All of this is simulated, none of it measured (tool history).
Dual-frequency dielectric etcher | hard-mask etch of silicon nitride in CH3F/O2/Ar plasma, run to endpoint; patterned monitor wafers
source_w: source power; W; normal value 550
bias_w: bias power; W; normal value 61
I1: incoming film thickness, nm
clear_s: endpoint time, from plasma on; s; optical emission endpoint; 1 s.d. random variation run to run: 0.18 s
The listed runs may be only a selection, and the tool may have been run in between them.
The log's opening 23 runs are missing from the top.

-- hour=1145.1 wet clean of the chamber
run 24 hour=1145.6 | source_w=550 bias_w=61 | I1=45.66 | clear_s=60.7
run 25 hour=1170.2 | source_w=510 bias_w=68 | I1=45.53 | clear_s=59.8
run 26 hour=1241.4 | source_w=410 bias_w=61 | I1=45.92 | clear_s=67.1
run 27 hour=1304.8 | source_w=660 bias_w=48 | I1=45.77 | clear_s=63.5
run 28 hour=1364.8 | source_w=600 bias_w=56 | I1=46.25 | clear_s=62.6
run 29 hour=1398.7 | source_w=440 bias_w=47 | I1=45.55 | clear_s=72.3
run 30 hour=1552.4 | source_w=670 bias_w=61 | I1=45.92 | clear_s=57.9
-- hour=1721.1 wet clean of the chamber
run 31 hour=1765.1 | source_w=670 bias_w=70 | I1=46.06 | clear_s=54.7

The next listed run, before its measurement:
run 32 hour=1808.5 | source_w=510 bias_w=49 | I1=45.72 | clear_s=?

{"run 32": {"clear_s": 68.2}}
Take away the tool's hidden state, keep the run-to-run variation as it was, and the same run would have given clear_s 68.4 s.

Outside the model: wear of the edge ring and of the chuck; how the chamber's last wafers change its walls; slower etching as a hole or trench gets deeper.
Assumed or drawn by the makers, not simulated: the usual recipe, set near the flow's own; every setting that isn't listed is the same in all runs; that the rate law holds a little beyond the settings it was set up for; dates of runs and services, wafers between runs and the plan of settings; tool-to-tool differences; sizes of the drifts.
